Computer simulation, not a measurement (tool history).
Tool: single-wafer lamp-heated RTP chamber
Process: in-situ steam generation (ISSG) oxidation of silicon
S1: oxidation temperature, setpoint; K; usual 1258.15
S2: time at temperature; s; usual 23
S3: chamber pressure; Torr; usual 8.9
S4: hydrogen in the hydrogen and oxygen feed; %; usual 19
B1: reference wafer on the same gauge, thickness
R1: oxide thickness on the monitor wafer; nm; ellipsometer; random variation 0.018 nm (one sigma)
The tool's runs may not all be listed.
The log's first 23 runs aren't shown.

run 24 hour=278 | S1=1258.15 S2=23 S3=8.9 S4=19 | B1=5.671 | R1=5.188
run 25 hour=288.6 | S1=1274.15 S2=23 S3=8.9 S4=19 | B1=5.668 | R1=5.538
run 26 hour=295.3 | S1=1258.15 S2=23 S3=8.9 S4=19 | B1=5.666 | R1=5.203
run 27 hour=311.1 | S1=1276.15 S2=31 S3=8.9 S4=11 | B1=5.669 | R1=5.801
run 28 hour=319.7 | S1=1258.15 S2=27 S3=8.9 S4=26 | B1=5.67 | R1=5.994
run 29 hour=334.6 | S1=1258.15 S2=23 S3=8 S4=28 | B1=5.665 | R1=5.724
run 30 hour=344 | S1=1258.15 S2=23 S3=8.9 S4=19 | B1=5.667 | R1=5.187
run 31 hour=353.2 | S1=1258.15 S2=23 S3=8.9 S4=19 | B1=5.675 | R1=5.187

4 ways to go on from here, each from the tool as it stands after run 31. What would each give?
run A hour=353.6 | S1=1267.15 S2=23 S3=8.9 S4=19 | B1=? | R1=?
run B hour=353.6 | S1=1264.15 S2=23 S3=8.9 S4=19 | B1=? | R1=?
run C hour=353.6 | S1=1246.15 S2=23 S3=8.9 S4=19 | B1=? | R1=?
run D hour=353.6 | S1=1240.15 S2=16 S3=8.9 S4=19 | B1=? | R1=?

run=A B1=5.671 R1=5.385
run=B B1=5.671 R1=5.32
run=C B1=5.671 R1=4.969
run=D B1=5.671 R1=4.168
Without the tool's hidden state the same runs would have given:
run=A R1=5.385
run=B R1=5.32
run=C R1=4.969
run=D R1=4.168

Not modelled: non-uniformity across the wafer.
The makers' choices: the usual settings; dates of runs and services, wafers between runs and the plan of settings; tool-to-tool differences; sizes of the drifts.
